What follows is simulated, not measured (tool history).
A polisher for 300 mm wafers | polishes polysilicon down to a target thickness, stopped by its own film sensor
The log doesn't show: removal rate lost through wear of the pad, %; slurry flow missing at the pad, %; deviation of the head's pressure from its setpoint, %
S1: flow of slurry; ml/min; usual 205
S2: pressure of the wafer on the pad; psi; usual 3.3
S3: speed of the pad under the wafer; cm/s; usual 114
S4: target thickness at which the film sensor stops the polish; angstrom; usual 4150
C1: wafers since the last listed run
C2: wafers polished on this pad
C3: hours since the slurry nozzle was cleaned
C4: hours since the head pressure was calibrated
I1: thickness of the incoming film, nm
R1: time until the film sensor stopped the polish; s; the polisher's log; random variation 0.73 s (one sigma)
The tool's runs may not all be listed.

| run | hour | S1 | S2 | S3 | S4 | C1 | C2 | C3 | C4 | I1 | R1 |
|---|---|---|---|---|---|---|---|---|---|---|---|
| 1 | 0.0 | 205 | 3.3 | 94 | 4150 | 0 | 4023 | 238.9 | 86.9 | 1021.7 | 61.3 |
| 2 | 44.9 | 205 | 3.3 | 94 | 4150 | 455 | 4479 | 283.8 | 131.8 | 1024.9 | 60.7 |
|  | 55.9 | worn pad replaced by a new one |
| 3 | 134.1 | 205 | 3.3 | 94 | 4150 | 864 | 793 | 373.0 | 221.0 | 1031.3 | 57.7 |
| 4 | 201.1 | 205 | 3.9 | 114 | 4150 | 679 | 1472 | 440.0 | 288.0 | 1026.0 | 45.6 |
| 5 | 298.5 | 175 | 3.3 | 114 | 4150 | 988 | 2461 | 537.4 | 385.4 | 1011.4 | 61.3 |
|  | 329.9 | slurry nozzle cleaned |
| 6 | 384.7 | 205 | 3.0 | 114 | 4150 | 864 | 3325 | 54.8 | 471.6 | 1027.3 | 55.6 |
|  | 484.0 | head pressure recalibrated |
| 7 | 491.6 | 205 | 3.0 | 114 | 4150 | 1064 | 4390 | 161.7 | 7.6 | 1030.1 | 57.7 |
|  | 528.5 | worn pad replaced by a new one |
| 8 | 553.3 | 205 | 3.3 | 114 | 4150 | 585 | 251 | 223.4 | 69.3 | 1017.5 | 47.3 |
| 9 | 784.9 | 205 | 3.3 | 114 | 4150 | 2349 | 2601 | 455.0 | 300.9 | 1019.3 | 55.6 |
|  | 862.5 | slurry nozzle cleaned |
| 10 | 892.2 | 205 | 3.3 | 114 | 4150 | 1078 | 3680 | 29.7 | 408.2 | 1019.7 | 51.8 |
| 11 | 928.9 | 205 | 3.3 | 114 | 4150 | 372 | 4052 | 66.4 | 444.9 | 1033.3 | 52.9 |
| 12 | 1016.5 | 205 | 3.3 | 114 | 4150 | 888 | 4941 | 154.0 | 532.5 | 1008.8 | 51.5 |
|  | 1042.2 | head pressure recalibrated |
|  | 1099.9 | worn pad replaced by a new one |
| 13 | 1120.0 | 205 | 3.3 | 114 | 4150 | 989 | 203 | 257.5 | 77.8 | 1009.1 | 46.7 |

Run 14 comes next. What will it give?
| 14 | 1192.0 | 205 | 3.9 | 114 | 4150 | 730 | 934 | 329.5 | 149.8 | 1015.0 | ? |

{"run 14": {"R1": 42.4}}
Without the tool's hidden state the same run would have given R1 38.5 s.

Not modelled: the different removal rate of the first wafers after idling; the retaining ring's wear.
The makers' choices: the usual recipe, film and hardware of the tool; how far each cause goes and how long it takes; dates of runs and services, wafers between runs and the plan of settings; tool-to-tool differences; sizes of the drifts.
